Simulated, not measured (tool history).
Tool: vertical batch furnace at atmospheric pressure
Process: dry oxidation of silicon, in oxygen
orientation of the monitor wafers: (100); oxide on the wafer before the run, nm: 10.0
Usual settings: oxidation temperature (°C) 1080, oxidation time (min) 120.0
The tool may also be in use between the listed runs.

run,hour,oxidation temperature (°C),oxidation time (min),"read-back reference wafer on the same gauge, thickness",oxide thickness on the monitor wafer (Å)
1,0.0,1080,120.0,176.94,1559.5
2,14.9,1080,120.0,177.17,1564.3
3,30.3,1080,120.0,177.10,1565.3
4,54.1,1080,120.0,176.98,1567.3
5,77.9,1080,120.0,176.92,1565.0
6,93.6,1080,120.0,177.11,1566.9
7,109.3,1080,120.0,176.99,1567.2
8,127.3,1080,120.0,177.03,1572.8
9,145.8,1100,120.0,177.10,1780.7
10,172.7,1100,120.0,177.09,1784.0
11,191.7,1100,120.0,176.91,1786.4
12,203.1,1087,120.0,177.08,1650.5
13,230.4,1102,151.0,176.99,2070.9
14,244.5,1080,120.0,177.08,1570.0
15,271.4,1055,155.0,176.95,1546.9
16,298.9,1090,151.5,177.08,1942.9
17,311.5,1080,120.0,176.97,1567.7
18,358.7,1072,84.5,177.00,1156.9
19,365.3,1104,173.0,177.07,2217.7
20,384.2,1096,72.0,177.06,1244.5
21,400.2,1071,120.0,177.04,1427.2
22,413.4,1056,120.0,176.99,1279.9
23,429.4,1068,75.5,177.08,1049.6
24,447.9,1062,136.5,177.00,1454.9

Taken out of this log: 4 entries between the listed runs. Where each belongs, and how the hidden state differs across it:
Between runs 5 and 6: gauge calibrated (hour 86.7)
  true tube temperature minus thermocouple reading, K: 4.44 -> 4.49
  measured less the result without the state, oxide thickness on the monitor wafer (Å): +48.4 -> +48.9
Between runs 9 and 10: boat lift adjusted (hour 172.2)
  true tube temperature minus thermocouple reading, K: 4.64 -> 4.72
  measured less the result without the state, oxide thickness on the monitor wafer (Å): +46.2 -> +47.0
Between runs 17 and 18: gauge calibrated (hour 336.2); thermocouples replaced and temperature profile calibrated (hour 358.2)
  true tube temperature minus thermocouple reading, K: 5.13 -> 0.523
  measured less the result without the state, oxide thickness on the monitor wafer (Å): +55.8 -> +4.4

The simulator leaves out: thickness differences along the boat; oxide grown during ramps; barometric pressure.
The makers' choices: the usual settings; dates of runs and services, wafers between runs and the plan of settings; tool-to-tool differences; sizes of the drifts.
